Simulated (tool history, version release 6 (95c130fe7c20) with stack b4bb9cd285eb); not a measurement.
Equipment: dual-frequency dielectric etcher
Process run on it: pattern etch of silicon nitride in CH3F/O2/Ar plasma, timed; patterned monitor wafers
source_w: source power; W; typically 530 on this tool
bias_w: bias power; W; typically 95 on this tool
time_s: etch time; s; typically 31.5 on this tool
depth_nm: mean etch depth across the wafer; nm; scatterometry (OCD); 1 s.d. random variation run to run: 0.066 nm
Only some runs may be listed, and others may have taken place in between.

run   hour  source_w  bias_w  time_s  read-back reference wafer on the same gauge, depth_nm  depth_nm
  1    0.0       530      95    31.5                                                  30.69     26.49
      44.1  -- upper electrode replaced
  2   44.6       530      95    31.5                                                  30.71     26.53
  3   44.9       530      95    31.5                                                  30.70     26.41
      65.7  -- gauge calibrated
      66.7  -- source power generator calibrated
  4   73.9       530      95    31.5                                                  30.71     26.48
  5   84.9       640      95    34.5                                                  30.71     31.55
  6   99.2       530      95    31.5                                                  30.69     26.49
  7  115.6       530      95    31.5                                                  30.67     26.32
  8  122.5       430      95    31.5                                                  30.73     23.89
  9  132.4       530      95    27.5                                                  30.71     22.99
     191.0  -- wet clean of the chamber
 10  191.5       530      95    31.5                                                  30.73     26.95
 11  200.3       410      95    31.5                                                  30.71     23.81
 12  217.1       450     109    24.0                                                  30.71     19.70
 13  233.9       470      95    40.0                                                  30.68     32.28
 14  248.7       530     116    23.0                                                  30.69     20.77
     284.2  -- bias power generator calibrated
 15  284.7       530      95    31.5                                                  30.72     26.85
 16  290.8       650      95    31.5                                                  30.68     29.37
 17  304.2       530      95    22.5                                                  30.72     19.09
 18  319.5       600     110    29.0                                                  30.71     27.24
 19  327.8       450      95    40.5                                                  30.70     31.89
 20  334.7       530      95    23.5                                                  30.74     19.94
 21  350.3       610      75    31.5                                                  30.72     26.94
 22  357.9       410     111    34.0                                                  30.70     26.62
 23  365.9       530     106    31.5                                                  30.67     27.44
 24  382.4       590      95    31.5                                                  30.71     28.01
 25  392.1       570     110    31.5                                                  30.71     28.81
 26  401.5       400     108    40.0                                                  30.69     30.78
 27  416.8       530      95    31.5                                                  30.71     26.82
 28  432.1       420      95    27.5                                                  30.66     20.83
 29  447.0       530      95    31.5                                                  30.72     26.67

Here are 5 independent what-if runs from the current tool condition. What would each one return?
  A  447.4       530      95    31.5                                                      ?         ?
  B  447.4       530      84    31.5                                                      ?         ?
  C  447.4       530     119    31.5                                                      ?         ?
  D  447.4       640     116    24.5                                                      ?         ?
  E  447.4       530      95    26.0                                                      ?         ?

run  read-back reference wafer on the same gauge, depth_nm  depth_nm
  A                                                  30.72     26.69
  B                                                  30.72     25.87
  C                                                  30.72     28.37
  D                                                  30.72     23.86
  E                                                  30.72     22.03
Without the tool's unlogged condition, the same runs would have read:
run  depth_nm
  A     26.92
  B     26.09
  C     28.62
  D     24.07
  E     22.22
